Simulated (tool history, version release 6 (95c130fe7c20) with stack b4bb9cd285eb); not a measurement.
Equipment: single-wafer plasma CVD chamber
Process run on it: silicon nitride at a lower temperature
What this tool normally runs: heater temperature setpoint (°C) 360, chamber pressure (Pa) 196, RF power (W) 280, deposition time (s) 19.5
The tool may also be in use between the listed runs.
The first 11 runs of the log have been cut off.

run,day,heater temperature setpoint (°C),chamber pressure (Pa),RF power (W),deposition time (s),"read-back reference wafer on the same gauge, thickness_nm",mean film thickness on the monitor wafer (Å)
12,23.258,360,208,280,19.5,21.714,197.53
13,24.804,360,196,280,19.5,21.705,193.19
# day 25.783: RF generator calibrated
14,27.658,360,196,280,17.0,21.706,170.19
15,28.950,360,168,280,15.6,21.681,150.37
16,30.317,369,196,280,19.5,21.714,193.20
17,32.246,355,243,280,19.5,21.714,203.99
18,33.308,360,159,310,16.8,21.699,173.41
19,35.067,374,152,305,23.1,21.716,231.55
20,37.212,360,196,280,19.5,21.700,193.60
21,38.233,360,196,280,19.5,21.687,194.04
# day 39.629: gauge calibrated
22,40.546,360,196,280,19.5,21.687,194.54
23,42.262,360,196,280,19.5,21.664,194.56
24,44.267,360,196,280,17.6,21.702,175.81
25,47.204,360,229,325,17.7,21.687,205.65
26,48.862,360,196,335,19.5,21.680,222.83
27,49.954,360,175,300,15.7,21.692,161.17
28,51.179,360,196,280,19.5,21.704,194.52
29,53.029,360,196,280,19.5,21.694,194.19
30,54.929,364,209,305,19.5,21.706,210.67

3 options for the next run, each taken on its own from the tool as it stands now. Forecast them:
A,54.946,360,196,280,19.5,?,?
B,54.946,355,236,295,15.7,?,?
C,54.946,367,165,280,19.5,?,?

run,"read-back reference wafer on the same gauge, thickness_nm",mean film thickness on the monitor wafer (Å)
A,21.690,194.09
B,21.690,170.04
C,21.690,186.38
The same runs, with their run-to-run variation unchanged, on a tool lacking any hidden condition would have given:
run,mean film thickness on the monitor wafer (Å)
A,194.09
B,170.04
C,186.38

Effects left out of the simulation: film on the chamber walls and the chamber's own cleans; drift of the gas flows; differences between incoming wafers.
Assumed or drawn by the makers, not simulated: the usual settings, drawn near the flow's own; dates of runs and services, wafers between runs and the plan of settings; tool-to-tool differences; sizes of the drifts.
